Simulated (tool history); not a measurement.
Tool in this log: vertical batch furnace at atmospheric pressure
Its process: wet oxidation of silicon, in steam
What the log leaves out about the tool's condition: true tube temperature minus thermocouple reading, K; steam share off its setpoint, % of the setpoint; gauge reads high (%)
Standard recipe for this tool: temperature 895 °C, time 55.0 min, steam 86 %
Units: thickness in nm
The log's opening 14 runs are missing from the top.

run,day,temperature,time,steam,wafers since the last listed run,hours since the last temperature calibration,hours since the steam generator was serviced,hours since the gauge calibration,"read-back reference wafer on the same gauge, thickness",thickness
# day 37.267: gauge calibrated
15,38.629,895,55.0,82,849,3588.0,2462.7,32.7,123.84,135.62
16,42.571,895,55.0,82,1640,3682.6,2557.3,127.3,124.01,134.46
17,44.621,912,55.0,86,853,3731.8,2606.5,176.5,123.69,171.26
18,57.792,912,55.0,86,5482,4047.9,2922.6,492.6,124.17,169.76
19,61.804,889,68.5,77,1670,4144.2,3018.9,588.9,124.47,141.17
20,65.267,895,47.5,81,1441,4227.3,3102.0,672.0,124.24,117.35
21,67.283,874,55.0,82,839,4275.7,3150.4,720.4,124.08,102.68
22,70.017,895,55.0,86,1137,4341.3,3216.0,786.0,124.28,139.43
23,73.133,895,55.0,86,1297,4416.1,3290.8,860.8,124.01,139.70
24,74.654,895,55.0,86,633,4452.6,3327.3,897.3,123.82,137.98
# day 78.092: steam generator serviced
25,78.921,895,55.0,86,1359,4555.0,19.9,999.7,123.92,147.03
26,82.883,895,30.5,86,1649,4650.1,115.0,1094.8,124.16,94.30
27,85.021,913,28.0,86,889,4701.4,166.3,1146.1,123.74,106.20
28,87.050,895,42.0,86,844,4750.1,215.0,1194.8,124.37,121.11
29,89.408,895,65.0,95,981,4806.7,271.6,1251.4,123.96,182.24
30,91.579,887,69.0,92,903,4858.8,323.7,1303.5,124.01,168.34
31,93.471,895,55.0,94,787,4904.2,369.1,1348.9,124.04,158.91
# day 97.621: thermocouples replaced and temperature profile calibrated
32,97.642,884,55.0,97,1319,0.5,469.2,1449.0,124.09,131.34
33,100.804,871,69.5,86,1316,76.4,545.1,1524.9,124.16,121.10
34,103.321,895,81.0,81,1047,136.8,605.5,1585.3,123.97,178.86
35,107.196,873,73.0,75,1613,229.8,698.5,1678.3,123.88,116.09
36,111.575,895,55.0,86,1823,334.9,803.6,1783.4,124.39,137.39
37,122.183,883,35.5,79,4416,589.5,1058.2,2038.0,124.15,79.57

Branching from run 37: 5 alternative next runs. What would each branch give?
A,122.342,895,55.0,86,65,593.3,1062.0,2041.8,?,?
B,122.342,895,55.0,77,65,593.3,1062.0,2041.8,?,?
C,122.342,904,64.0,86,65,593.3,1062.0,2041.8,?,?
D,122.342,895,80.5,86,65,593.3,1062.0,2041.8,?,?
E,122.342,907,55.0,94,65,593.3,1062.0,2041.8,?,?

run,"read-back reference wafer on the same gauge, thickness",thickness
A,123.82,137.95
B,123.82,126.53
C,123.82,173.71
D,123.82,186.57
E,123.82,171.16
Stripped of hidden state, with their random variation kept, the same runs would have yielded:
run,thickness
A,137.30
B,125.93
C,173.05
D,185.72
E,170.56
